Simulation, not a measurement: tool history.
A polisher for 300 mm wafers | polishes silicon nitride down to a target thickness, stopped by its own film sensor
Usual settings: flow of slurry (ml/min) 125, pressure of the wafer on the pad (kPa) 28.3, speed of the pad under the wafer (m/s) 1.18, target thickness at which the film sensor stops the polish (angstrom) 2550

run,hour,flow of slurry (ml/min),pressure of the wafer on the pad (kPa),speed of the pad under the wafer (m/s),target thickness at which the film sensor stops the polish (angstrom),"incoming thickness of the incoming film, nm",time until the film sensor stopped the polish (s)
1,0,125,23.4,1.18,2550,506.3,181.9
# hour 0.1: worn pad replaced by a new one
2,25.6,125,23.4,1.18,2550,500.6,173.1
3,57.7,160,28.3,1.18,1920,506,183.8
4,93.1,160,28.3,1.18,1920,514.8,179.3
5,107.7,125,28.3,1.32,2550,508.3,144.1
# hour 116.5: worn pad replaced by a new one
6,138.1,125,28.3,1.32,2550,508.4,144.1
7,158.6,125,28.3,1.32,2550,516.1,149.2
8,182.9,125,28.3,1.18,2550,509.8,160
9,196.4,125,28.3,1.18,2550,514,160.4
10,209.3,125,28.3,1.18,2550,503.7,152.1
11,237.5,125,28.3,1.18,2550,511,160.5
# hour 250.9: head pressure recalibrated
# hour 255.2: worn pad replaced by a new one, of another model than before
12,264.3,125,28.3,1.18,2550,511.2,235.9
13,281.3,125,28.3,1.18,2550,514.5,241.2
14,304.3,125,28.3,1.18,2550,506.6,229.1
15,317,125,23.4,1.18,2550,518,269.8
# hour 320.8: slurry nozzle cleaned
16,340.4,105,35.2,1.32,2550,515.1,131.7
17,374.5,125,28.3,1.18,1840,509.9,191.1
18,392.3,125,28.3,1.18,2550,508.2,147.3
# hour 409.7: worn pad replaced by a new one
19,427.7,125,28.3,1.18,2550,502,147
20,443.3,95,22.8,0.88,2550,504.9,248.2
21,475.3,105,28.3,0.88,3190,513,162.2
22,498.1,150,35.9,1.48,3370,501.2,72.2
23,521.2,125,33.1,1.18,2170,507.2,180.5
# hour 525.3: worn pad replaced by a new one
24,536.1,125,23.4,1.18,2550,514.1,193.7
25,569.5,125,33.8,1.18,2550,515.7,168.2
26,587.5,145,28.3,1.18,2550,514.8,165.8
27,620,100,28.3,1.18,2550,509.3,242.9
28,638.8,125,28.3,1.32,2550,509.5,181.1

Forecast each of these 3 alternatives for the next run:
A,639.3,90,28.3,1.18,2550,512,?
B,639.3,125,20.7,1.18,2550,512,?
C,639.3,125,31.7,1.18,2550,512,?

run,time until the film sensor stopped the polish (s)
A,291.2
B,221.1
C,175.9
Without the tool's hidden state the same runs would have given:
run,time until the film sensor stopped the polish (s)
A,160.1
B,154.7
C,123.1
